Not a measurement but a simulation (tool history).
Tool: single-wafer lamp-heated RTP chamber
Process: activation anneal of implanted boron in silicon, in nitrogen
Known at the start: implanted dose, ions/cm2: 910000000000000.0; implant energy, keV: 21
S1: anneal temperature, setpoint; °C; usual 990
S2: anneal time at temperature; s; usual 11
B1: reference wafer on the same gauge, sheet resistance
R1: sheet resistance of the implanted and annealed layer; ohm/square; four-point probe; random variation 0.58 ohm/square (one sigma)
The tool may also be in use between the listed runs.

run   hour    S1  S2      B1      R1
  1      0   976  11  118.06  144.62
  2  103.1   976  11  117.94  142.26
     143.4  -- pyrometer window cleaned and pyrometer calibrated
  3  143.9   976  11  118.03  140.01
  4  150.8   990  11  118.06  132.78
  5  165.5   990  11  118.05   133.5
     166.6  -- gauge calibrated
  6  184.1  1005  11     118     129
  7  208.9  1005  11  117.99  127.77
  8  237.8   969  11  118.03  147.55
       262  -- reflector plate cleaned
  9  262.5   969  11  117.97  154.62

Run 10 comes next. What will it give?
 10  283.6  961  16   ?   ?

{"run 10": {"B1": 117.95, "R1": 159.43}}
Without the tool's hidden state the same run would have given R1 161.03 ohm/square.

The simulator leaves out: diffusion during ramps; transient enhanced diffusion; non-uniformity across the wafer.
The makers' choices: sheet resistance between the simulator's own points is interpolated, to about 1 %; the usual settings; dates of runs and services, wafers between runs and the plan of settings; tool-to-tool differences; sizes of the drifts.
